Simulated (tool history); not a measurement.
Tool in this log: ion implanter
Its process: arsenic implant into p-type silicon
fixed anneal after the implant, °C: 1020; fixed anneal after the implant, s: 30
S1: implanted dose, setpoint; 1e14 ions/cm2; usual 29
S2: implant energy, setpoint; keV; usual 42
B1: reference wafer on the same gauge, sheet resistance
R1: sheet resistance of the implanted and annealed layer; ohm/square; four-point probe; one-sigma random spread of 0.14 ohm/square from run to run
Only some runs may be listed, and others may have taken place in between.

Run 1, hour 0: usual settings; B1 55.19. Result: R1 61.41 ohm/square.
Run 2, hour 14.3: usual settings but S2 53 keV; B1 55.19. Result: R1 55.45 ohm/square.
Run 3, hour 47.7: usual settings but S2 53 keV; B1 55.2. Result: R1 55.52 ohm/square.
Run 4, hour 59.8: usual settings but S2 53 keV; B1 55.17. Result: R1 55.91 ohm/square.
Run 5, hour 167.7: usual settings; B1 55.2. Result: R1 61.38 ohm/square.
Run 6, hour 189.8: usual settings; B1 55.19. Result: R1 61.33 ohm/square.
Run 7, hour 205.5: usual settings; B1 55.19. Result: R1 61.21 ohm/square.
Run 8, hour 236: usual settings but S2 31 keV; B1 55.15. Result: R1 68.97 ohm/square.
At hour 251.1: gauge calibrated.
Run 9, hour 256.9: usual settings but S2 31 keV; B1 55.23. Result: R1 68.99 ohm/square.
Run 10, hour 287.9: usual settings but S1 25.9 1e14 ions/cm2, S2 52 keV; B1 55.2. Result: R1 58.02 ohm/square.
Run 11, hour 314.4: usual settings but S2 31.5 keV; B1 55.22. Result: R1 68.38 ohm/square.
Run 12, hour 339.5: usual settings but S2 31.5 keV; B1 55.17. Result: R1 68.56 ohm/square.
Run 13, hour 408.1: usual settings; B1 55.18. Result: R1 61.28 ohm/square.
Run 14, hour 425.5: usual settings; B1 55.18. Result: R1 61.3 ohm/square.
Run 15, hour 438.1: usual settings; B1 55.18. Result: R1 61.42 ohm/square.
Run 16, hour 462.7: usual settings but S1 32.4 1e14 ions/cm2; B1 55.22. Result: R1 59.54 ohm/square.
Run 17, hour 487.1: usual settings but S1 31.74 1e14 ions/cm2, S2 30.5 keV; B1 55.21. Result: R1 67.9 ohm/square.
Run 18, hour 522.5: usual settings but S1 26.6 1e14 ions/cm2, S2 35 keV; B1 55.19. Result: R1 67.2 ohm/square.
Run 19, hour 549.3: usual settings but S1 25.29 1e14 ions/cm2; B1 55.2. Result: R1 63.55 ohm/square.
Run 20, hour 579.6: usual settings but S1 32 1e14 ions/cm2, S2 56.5 keV; B1 55.19. Result: R1 52.25 ohm/square.
Run 21, hour 596.6: usual settings but S1 31.24 1e14 ions/cm2, S2 51 keV; B1 55.23. Result: R1 54.65 ohm/square.
Run 22, hour 616.2: usual settings but S1 34.26 1e14 ions/cm2, S2 31.5 keV; B1 55.23. Result: R1 66.24 ohm/square.
Run 23, hour 639.6: usual settings but S1 22.83 1e14 ions/cm2; B1 55.23. Result: R1 65.56 ohm/square.
At hour 673.7: Faraday cup replaced and dose calibrated.
At hour 677.9: extraction supply calibrated.
Run 24, hour 678.4: usual settings but S2 31 keV; B1 55.2. Result: R1 69.17 ohm/square.
Run 25, hour 703.3: usual settings but S1 20.72 1e14 ions/cm2, S2 56 keV; B1 55.17. Result: R1 62.84 ohm/square.
Run 26, hour 738.5: usual settings but S1 31.74 1e14 ions/cm2, S2 30.5 keV; B1 55.2. Result: R1 68.01 ohm/square.
Run 27, hour 763.9: usual settings; B1 55.2. Result: R1 61.62 ohm/square.
Run 28, hour 784.8: usual settings but S1 31.9 1e14 ions/cm2; B1 55.23. Result: R1 60.26 ohm/square.
Run 29, hour 808.7: usual settings; B1 55.18. Result: R1 61.6 ohm/square.
Run 30, hour 840.3: usual settings but S1 32.76 1e14 ions/cm2, S2 35 keV; B1 55.2. Result: R1 64.49 ohm/square.
Run 31, hour 866: usual settings but S1 25.53 1e14 ions/cm2, S2 46 keV; B1 55.19. Result: R1 61.8 ohm/square.
Run 32, hour 935.5: usual settings; B1 55.21. Result: R1 61.69 ohm/square.
Run 33, hour 969.2: usual settings; B1 55.23. Result: R1 61.5 ohm/square.
Run 34, hour 987.1: usual settings but S1 25.16 1e14 ions/cm2, S2 36.5 keV; B1 55.23. Result: R1 68.13 ohm/square.
Run 35, hour 1002.3: usual settings; B1 55.2. Result: R1 61.64 ohm/square.
Run 36, hour 1018.3: usual settings but S1 34.51 1e14 ions/cm2, S2 50.5 keV; B1 55.17. Result: R1 54.22 ohm/square.
Run 37, hour 1035.9: usual settings but S1 31.96 1e14 ions/cm2, S2 55.5 keV; B1 55.19. Result: R1 53.03 ohm/square.

For some of the steps in R1 from one run to the next: how much would appear even if the tool had no hidden state, given the settings, what came in and random variation, and how much remains for the hidden state plus any gauge scatter that the measured result and the result without hidden state don't share?
Unlogged tool condition in this case: deviation of the true dose from the Faraday cup's reading, %; deviation of the true energy from its setpoint, %; gauge reads high (%).
Run 9 -> 10: S1 29 -> 25.9, S2 31 -> 52. R1 -10.97 ohm/square: hidden state -0.2, all else -10.77.
Run 19 -> 20: S1 25.29 -> 32, S2 42 -> 56.5. R1 -11.3 ohm/square: hidden state +0.3, all else -11.6.
Run 21 -> 22: S1 31.24 -> 34.26, S2 51 -> 31.5. R1 +11.59 ohm/square: hidden state +0.11, all else +11.48.
Run 22 -> 23: S1 34.26 -> 22.83, S2 31.5 -> 42. R1 -0.68 ohm/square: hidden state -0.68, all else +0.
Run 23 -> 24: S1 22.83 -> 29, S2 42 -> 31, Faraday cup replaced and dose calibrated, extraction supply calibrated. R1 +3.61 ohm/square: hidden state +1.17, all else +2.44.
